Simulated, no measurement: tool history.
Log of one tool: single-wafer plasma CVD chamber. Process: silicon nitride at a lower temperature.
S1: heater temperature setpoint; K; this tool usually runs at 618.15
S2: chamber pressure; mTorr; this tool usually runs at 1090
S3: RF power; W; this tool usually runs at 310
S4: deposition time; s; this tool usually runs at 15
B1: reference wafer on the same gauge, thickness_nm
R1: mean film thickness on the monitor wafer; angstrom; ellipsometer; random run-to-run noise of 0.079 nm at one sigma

run    hour      S1    S2   S3    S4      B1      R1
  1       0  618.15  1090  310    15  16.505  141.86
  2    70.3  618.15  1090  280    15  16.535  132.65
  3   240.1  618.15  1090  280    15  16.501  131.83
  4   294.9  618.15  1090  280    15  16.511  131.62
  5   366.5  618.15  1090  310    15   16.53  140.52
  6   422.9  618.15  1090  310    15  16.494  140.55
  7   476.2  618.15  1090  310    15  16.491  140.66
      512.1  -- thermocouple changed; heater temperature recalibrated
  8   513.6  618.15  1090  310    15   16.51  140.79
  9   557.7  618.15  1090  310    15  16.488   139.8
      604.4  -- RF generator calibrated
 10   629.6  618.15  1090  310    15  16.495  147.43
 11   696.7  618.15  1090  310    15  16.502  147.56
      710.3  -- showerhead replaced, of another model than before
 12   733.2  615.15  1090  310  13.5  16.512  131.97
      744.5  -- capacitance manometer re-zeroed and calibrated
 13   799.8  615.15  1090  310  13.5  16.476  131.35
 14   863.7  618.15  1090  310    15  16.487  145.54
 15   933.8  618.15  1090  310    15  16.497  145.68
 16  1005.4  618.15  1090  255  16.6  16.497  129.92
 17  1056.5  614.15  1090  310    15  16.498  144.71
 18  1102.6  618.15  1090  310    15  16.491  144.34
 19  1136.9  608.15   940  350  16.1  16.478  165.69
 20  1206.4  623.15  1090  285    15   16.51  131.92
 21  1241.8  618.15  1090  310    15  16.503  143.49
     1268.6  -- gauge calibrated
 22  1275.6  618.15  1090  310    16  16.485  151.66
 23    1321  618.15  1090  310    15  16.526  142.56
 24    1388  618.15  1320  340    15  16.494  163.78
 25  1432.2  618.15  1090  290  17.6   16.52  156.17
 26  1494.7  618.15  1090  310  12.6  16.501  119.51
 27  1529.9  618.15  1090  310  13.1  16.497  124.42

Run 28, settings as shown, results not yet in. Your forecast:
 28  1594.1  613.15  950  270  15   ?   ?

B1: 16.5
R1: 118.35 angstrom
On a tool with no hidden condition, and with the same random variation, this run would have come out at R1 124.81 angstrom.
